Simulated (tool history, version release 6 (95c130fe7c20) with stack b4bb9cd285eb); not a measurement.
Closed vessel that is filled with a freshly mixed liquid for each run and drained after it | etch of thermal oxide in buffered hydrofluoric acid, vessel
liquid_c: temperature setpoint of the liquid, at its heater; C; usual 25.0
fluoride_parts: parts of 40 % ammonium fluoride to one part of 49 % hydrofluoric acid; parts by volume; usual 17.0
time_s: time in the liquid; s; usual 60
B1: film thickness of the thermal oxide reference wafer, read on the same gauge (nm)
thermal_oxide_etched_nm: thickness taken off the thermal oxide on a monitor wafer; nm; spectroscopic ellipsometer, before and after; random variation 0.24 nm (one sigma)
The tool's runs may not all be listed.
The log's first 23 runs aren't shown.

run 24 day=85.312 | liquid_c=20.5 fluoride_parts=17.0 time_s=60 | B1=29.99 | thermal_oxide_etched_nm=31.54
run 25 day=89.425 | liquid_c=25.0 fluoride_parts=17.0 time_s=60 | B1=29.98 | thermal_oxide_etched_nm=40.67
-- day=92.442 thermometer replaced
run 26 day=93.096 | liquid_c=22.5 fluoride_parts=11.5 time_s=40 | B1=30.00 | thermal_oxide_etched_nm=32.26
-- day=95.567 hydrofluoric acid flow meter replaced
run 27 day=96.350 | liquid_c=25.0 fluoride_parts=23.5 time_s=60 | B1=30.01 | thermal_oxide_etched_nm=28.82
run 28 day=98.008 | liquid_c=25.0 fluoride_parts=10.5 time_s=80 | B1=30.01 | thermal_oxide_etched_nm=79.93
run 29 day=102.317 | liquid_c=25.0 fluoride_parts=17.0 time_s=60 | B1=30.00 | thermal_oxide_etched_nm=37.84
run 30 day=103.988 | liquid_c=25.0 fluoride_parts=22.0 time_s=60 | B1=29.99 | thermal_oxide_etched_nm=30.41
run 31 day=108.438 | liquid_c=27.5 fluoride_parts=20.0 time_s=60 | B1=30.01 | thermal_oxide_etched_nm=36.86
run 32 day=110.304 | liquid_c=29.0 fluoride_parts=17.0 time_s=60 | B1=29.99 | thermal_oxide_etched_nm=47.37
run 33 day=112.083 | liquid_c=25.0 fluoride_parts=15.0 time_s=40 | B1=29.97 | thermal_oxide_etched_nm=28.67

4 ways to go on from here, each from the tool as it stands after run 33. What would each give?
run A day=112.112 | liquid_c=25.0 fluoride_parts=17.0 time_s=60 | B1=? | thermal_oxide_etched_nm=?
run B day=112.112 | liquid_c=25.0 fluoride_parts=17.0 time_s=45 | B1=? | thermal_oxide_etched_nm=?
run C day=112.112 | liquid_c=29.0 fluoride_parts=21.5 time_s=50 | B1=? | thermal_oxide_etched_nm=?
run D day=112.112 | liquid_c=26.5 fluoride_parts=17.0 time_s=60 | B1=? | thermal_oxide_etched_nm=?

run=A B1=30.02 thermal_oxide_etched_nm=38.22
run=B B1=30.02 thermal_oxide_etched_nm=28.67
run=C B1=30.02 thermal_oxide_etched_nm=32.01
run=D B1=30.02 thermal_oxide_etched_nm=41.44
Without the tool's hidden state the same runs would have given:
run=A thermal_oxide_etched_nm=37.28
run=B thermal_oxide_etched_nm=27.96
run=C thermal_oxide_etched_nm=31.23
run=D thermal_oxide_etched_nm=40.43
